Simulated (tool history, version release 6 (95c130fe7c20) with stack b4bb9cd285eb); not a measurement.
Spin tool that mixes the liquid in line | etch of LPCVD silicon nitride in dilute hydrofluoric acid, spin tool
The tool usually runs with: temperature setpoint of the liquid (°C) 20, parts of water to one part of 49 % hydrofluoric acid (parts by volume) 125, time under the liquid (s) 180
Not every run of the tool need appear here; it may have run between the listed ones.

run,hour,temperature setpoint of the liquid (°C),parts of water to one part of 49 % hydrofluoric acid (parts by volume),time under the liquid (s),wafers since the last listed run,hours since the thermometer was replaced,hours since the hydrofluoric acid flow meter was replaced,hours since the gauge calibration,"read-back film thickness of the LPCVD silicon nitride reference wafer, read on the same gauge (nm)",thickness taken off the LPCVD silicon nitride on a monitor wafer (Å)
1,0,22,125,95,0,920.4,1739.6,374.9,140.004,3.24
2,29.6,20,125,180,207,950,1769.2,404.5,139.981,5.04
3,81.6,20,125,180,365,1002,1821.2,456.5,139.996,5.2
4,146.8,20,125,180,457,1067.2,1886.4,521.7,139.983,5.2
5,182.3,20,125,180,249,1102.7,1921.9,557.2,140.006,5.19
6,307.4,20,125,180,878,1227.8,2047,682.3,140.024,5.25
# hour 314.2: gauge calibrated
7,337.9,20,125,180,214,1258.3,2077.5,23.7,139.991,5.12
# hour 340: hydrofluoric acid flow meter replaced
8,364.8,20,125,105,181,1285.2,24.8,50.6,139.998,3.04
9,420,24.5,140,125,387,1340.4,80,105.8,140.019,4.53
10,482.1,23.5,155,275,436,1402.5,142.1,167.9,140,7.78
11,525,20,125,180,301,1445.4,185,210.8,139.996,5.12
# hour 547.4: thermometer replaced
12,574.6,23,90,80,341,27.2,234.6,260.4,139.992,3.92
13,638.7,20,125,180,450,91.3,298.7,324.5,140.015,5.53
14,689.3,23,180,180,355,141.9,349.3,375.1,139.997,4.58

Branching from run 14: 5 alternative next runs. What would each branch give?
A,689.8,20,125,180,3,142.4,349.8,375.6,?,?
B,689.8,24.5,125,180,3,142.4,349.8,375.6,?,?
C,689.8,17,185,235,3,142.4,349.8,375.6,?,?
D,689.8,21.5,125,240,3,142.4,349.8,375.6,?,?
E,689.8,20,105,180,3,142.4,349.8,375.6,?,?

run,"read-back film thickness of the LPCVD silicon nitride reference wafer, read on the same gauge (nm)",thickness taken off the LPCVD silicon nitride on a monitor wafer (Å)
A,139.994,5.22
B,139.994,7.03
C,139.994,3.81
D,139.994,7.7
E,139.994,6.19
With the hidden condition removed and each run's random variation left untouched, the same runs would have given:
run,thickness taken off the LPCVD silicon nitride on a monitor wafer (Å)
A,5.22
B,7.03
C,3.81
D,7.7
E,6.19

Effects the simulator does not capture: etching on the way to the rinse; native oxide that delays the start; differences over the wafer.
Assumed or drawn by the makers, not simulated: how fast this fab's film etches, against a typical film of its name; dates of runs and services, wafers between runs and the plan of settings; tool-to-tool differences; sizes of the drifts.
